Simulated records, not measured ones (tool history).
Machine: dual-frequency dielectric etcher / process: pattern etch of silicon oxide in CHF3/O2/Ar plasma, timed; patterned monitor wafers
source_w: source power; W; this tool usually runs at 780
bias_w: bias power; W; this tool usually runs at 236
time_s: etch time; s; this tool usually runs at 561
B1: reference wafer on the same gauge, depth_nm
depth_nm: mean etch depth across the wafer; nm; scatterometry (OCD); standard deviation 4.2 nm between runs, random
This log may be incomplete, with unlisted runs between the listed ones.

run 1 hour=0 | source_w=780 bias_w=236 time_s=561 | B1=1459.9 | depth_nm=1266.5
run 2 hour=11.6 | source_w=780 bias_w=236 time_s=561 | B1=1462 | depth_nm=1259.3
run 3 hour=19.3 | source_w=780 bias_w=236 time_s=561 | B1=1458.4 | depth_nm=1261.1
run 4 hour=39.5 | source_w=780 bias_w=236 time_s=561 | B1=1459.2 | depth_nm=1264.3
run 5 hour=47.2 | source_w=780 bias_w=236 time_s=561 | B1=1460.7 | depth_nm=1261.2
-- hour=60 gauge calibrated
run 6 hour=64.2 | source_w=780 bias_w=236 time_s=561 | B1=1457.3 | depth_nm=1261.5
run 7 hour=75.8 | source_w=780 bias_w=236 time_s=561 | B1=1461.6 | depth_nm=1262.5
run 8 hour=85 | source_w=780 bias_w=236 time_s=561 | B1=1459.2 | depth_nm=1268.1
-- hour=112.2 wet clean of the chamber
run 9 hour=112.7 | source_w=780 bias_w=236 time_s=561 | B1=1458.8 | depth_nm=1219.2
run 10 hour=113.1 | source_w=780 bias_w=236 time_s=438.5 | B1=1457.6 | depth_nm=950.1
run 11 hour=119.3 | source_w=780 bias_w=236 time_s=438.5 | B1=1461 | depth_nm=955.7
run 12 hour=135.1 | source_w=780 bias_w=236 time_s=513.5 | B1=1461.2 | depth_nm=1122.1
-- hour=155.3 source power generator calibrated
run 13 hour=155.8 | source_w=780 bias_w=236 time_s=561 | B1=1459.7 | depth_nm=1224.2
-- hour=184.2 upper electrode replaced
run 14 hour=184.7 | source_w=780 bias_w=236 time_s=561 | B1=1459.6 | depth_nm=1231.3
run 15 hour=185.2 | source_w=690 bias_w=194 time_s=561 | B1=1462.6 | depth_nm=1120.8
run 16 hour=195.5 | source_w=960 bias_w=207 time_s=472.5 | B1=1458.3 | depth_nm=1057.1
run 17 hour=204.9 | source_w=690 bias_w=256 time_s=561 | B1=1460.9 | depth_nm=1224.3
run 18 hour=211.9 | source_w=690 bias_w=258 time_s=654.5 | B1=1458.9 | depth_nm=1439.5
run 19 hour=226.3 | source_w=720 bias_w=236 time_s=669 | B1=1460.5 | depth_nm=1435.6
-- hour=251 bias power generator calibrated
run 20 hour=266.7 | source_w=780 bias_w=186 time_s=561 | B1=1461.2 | depth_nm=1152.7
run 21 hour=283.4 | source_w=780 bias_w=236 time_s=561 | B1=1461 | depth_nm=1238.5
run 22 hour=291.4 | source_w=780 bias_w=236 time_s=438.5 | B1=1460.6 | depth_nm=967.8
run 23 hour=299.1 | source_w=780 bias_w=236 time_s=414.5 | B1=1461.5 | depth_nm=913.3
run 24 hour=331.7 | source_w=960 bias_w=267 time_s=561 | B1=1459.9 | depth_nm=1371
run 25 hour=343.2 | source_w=780 bias_w=236 time_s=561 | B1=1460.1 | depth_nm=1251.3
run 26 hour=349.4 | source_w=780 bias_w=236 time_s=561 | B1=1460.7 | depth_nm=1246.5
run 27 hour=366.9 | source_w=780 bias_w=273 time_s=393.5 | B1=1457.5 | depth_nm=917
run 28 hour=396.8 | source_w=910 bias_w=278 time_s=684.5 | B1=1460.9 | depth_nm=1677.2
run 29 hour=413.8 | source_w=780 bias_w=236 time_s=561 | B1=1462.3 | depth_nm=1248.9
run 30 hour=420 | source_w=660 bias_w=263 time_s=484 | B1=1458 | depth_nm=1061.6
run 31 hour=426.1 | source_w=910 bias_w=236 time_s=561 | B1=1458.6 | depth_nm=1309.8

Measured minus without-hidden-state, run by run (identical run-to-run variation in each term; gauge scatter may differ):
Hidden state at play: etch rate over this chamber's usual, %; source power that arrives over what is set, %; bias power that arrives over what is set, %; gauge reads high (%).
run=1 depth_nm=+38.8
run=2 depth_nm=+39.5
run=3 depth_nm=+40.2
run=4 depth_nm=+42
run=5 depth_nm=+42.5
run=6 depth_nm=+43.9
run=7 depth_nm=+44.8
run=8 depth_nm=+45.8
run=9 depth_nm=+4.1
run=10 depth_nm=+3.2
run=11 depth_nm=+3.7
run=12 depth_nm=+5.5
run=13 depth_nm=+7.8
run=14 depth_nm=+10.2
run=15 depth_nm=+9.4
run=16 depth_nm=+9.5
run=17 depth_nm=+11.8
run=18 depth_nm=+14.6
run=19 depth_nm=+15.9
run=20 depth_nm=+15.9
run=21 depth_nm=+18.4
run=22 depth_nm=+14.9
run=23 depth_nm=+14.5
run=24 depth_nm=+24.7
run=25 depth_nm=+23.5
run=26 depth_nm=+24
run=27 depth_nm=+18.7
run=28 depth_nm=+37.5
run=29 depth_nm=+29.2
run=30 depth_nm=+25.4
run=31 depth_nm=+31.8

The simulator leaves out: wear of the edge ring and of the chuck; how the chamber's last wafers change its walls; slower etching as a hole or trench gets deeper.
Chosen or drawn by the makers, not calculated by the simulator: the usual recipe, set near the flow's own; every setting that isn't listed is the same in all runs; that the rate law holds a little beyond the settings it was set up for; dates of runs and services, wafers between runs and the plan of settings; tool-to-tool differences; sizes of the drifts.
